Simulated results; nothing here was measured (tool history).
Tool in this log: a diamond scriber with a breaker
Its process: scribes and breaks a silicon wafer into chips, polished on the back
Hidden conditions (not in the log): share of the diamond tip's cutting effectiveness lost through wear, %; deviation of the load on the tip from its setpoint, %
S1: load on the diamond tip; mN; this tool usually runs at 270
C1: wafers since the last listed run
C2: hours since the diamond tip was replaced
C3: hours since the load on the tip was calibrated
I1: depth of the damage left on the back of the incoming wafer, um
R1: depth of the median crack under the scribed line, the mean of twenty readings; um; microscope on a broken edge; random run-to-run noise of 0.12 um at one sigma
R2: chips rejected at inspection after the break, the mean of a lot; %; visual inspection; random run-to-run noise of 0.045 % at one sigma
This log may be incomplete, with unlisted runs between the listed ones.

| run | hour | S1 | C1 | C2 | C3 | I1 | R1 | R2 |
|---|---|---|---|---|---|---|---|---|
| 1 | 0.0 | 305 | 0 | 616.5 | 507.8 | 0.02 | 10.17 | 4.05 |
| 2 | 22.7 | 235 | 57 | 639.2 | 530.5 | 0.05 | 7.92 | 6.23 |
| 3 | 44.8 | 270 | 55 | 661.3 | 552.6 | 0.02 | 9.32 | 0.64 |
| 4 | 63.9 | 270 | 48 | 680.4 | 571.7 | 0.02 | 9.12 | 0.65 |
| 5 | 90.7 | 232 | 67 | 707.2 | 598.5 | 0.01 | 7.96 | 6.69 |
| 6 | 118.3 | 232 | 69 | 734.8 | 626.1 | 0.04 | 7.76 | 7.78 |
| 7 | 198.9 | 232 | 203 | 815.4 | 706.7 | 0.04 | 7.88 | 6.40 |
| 8 | 227.7 | 223 | 72 | 844.2 | 735.5 | 0.03 | 7.48 | 9.41 |
|  | 242.3 | diamond tip replaced by a new one |
| 9 | 259.1 | 223 | 74 | 16.8 | 766.9 | 0.03 | 7.39 | 10.64 |
| 10 | 288.2 | 223 | 73 | 45.9 | 796.0 | 0.02 | 7.73 | 9.68 |
| 11 | 317.7 | 207 | 74 | 75.4 | 825.5 | 0.04 | 7.12 | 18.03 |
| 12 | 337.4 | 312 | 49 | 95.1 | 845.2 | 0.04 | 10.39 | 5.91 |
| 13 | 350.0 | 290 | 31 | 107.7 | 857.8 | 0.05 | 9.70 | 1.98 |
| 14 | 385.5 | 293 | 89 | 143.2 | 893.3 | 0.01 | 9.69 | 2.65 |
| 15 | 420.9 | 231 | 89 | 178.6 | 928.7 | 0.05 | 7.65 | 6.89 |
| 16 | 449.2 | 224 | 71 | 206.9 | 957.0 | 0.04 | 7.49 | 9.94 |
|  | 485.9 | load on the tip recalibrated |
| 17 | 527.5 | 338 | 192 | 285.2 | 41.6 | 0.04 | 11.07 | 11.28 |
| 18 | 545.0 | 270 | 44 | 302.7 | 59.1 | 0.04 | 9.01 | 0.67 |
| 19 | 557.9 | 270 | 32 | 315.6 | 72.0 | 0.04 | 9.00 | 0.61 |
| 20 | 592.0 | 239 | 86 | 349.7 | 106.1 | 0.02 | 8.14 | 4.92 |
| 21 | 618.4 | 228 | 66 | 376.1 | 132.5 | 0.02 | 7.80 | 8.36 |
| 22 | 645.1 | 341 | 67 | 402.8 | 159.2 | 0.01 | 10.88 | 12.28 |
| 23 | 737.8 | 328 | 234 | 495.5 | 251.9 | 0.04 | 10.82 | 9.87 |

Here are 4 independent what-if runs from the current tool condition. What would each one return?
| A | 738.5 | 270 | 1 | 496.2 | 252.6 | 0.01 | ? | ? |
| B | 738.5 | 192 | 1 | 496.2 | 252.6 | 0.01 | ? | ? |
| C | 738.5 | 233 | 1 | 496.2 | 252.6 | 0.01 | ? | ? |
| D | 738.5 | 241 | 1 | 496.2 | 252.6 | 0.01 | ? | ? |

| run | R1 | R2 |
|---|---|---|
| A | 9.03 | 0.71 |
| B | 6.42 | 32.22 |
| C | 7.85 | 6.95 |
| D | 8.11 | 4.41 |
Take away the tool's hidden state, keep each run's random variation, and the runs would have read:
| run | R1 | R2 |
|---|---|---|
| A | 9.03 | 0.71 |
| B | 6.42 | 32.22 |
| C | 7.85 | 6.95 |
| D | 8.11 | 4.41 |
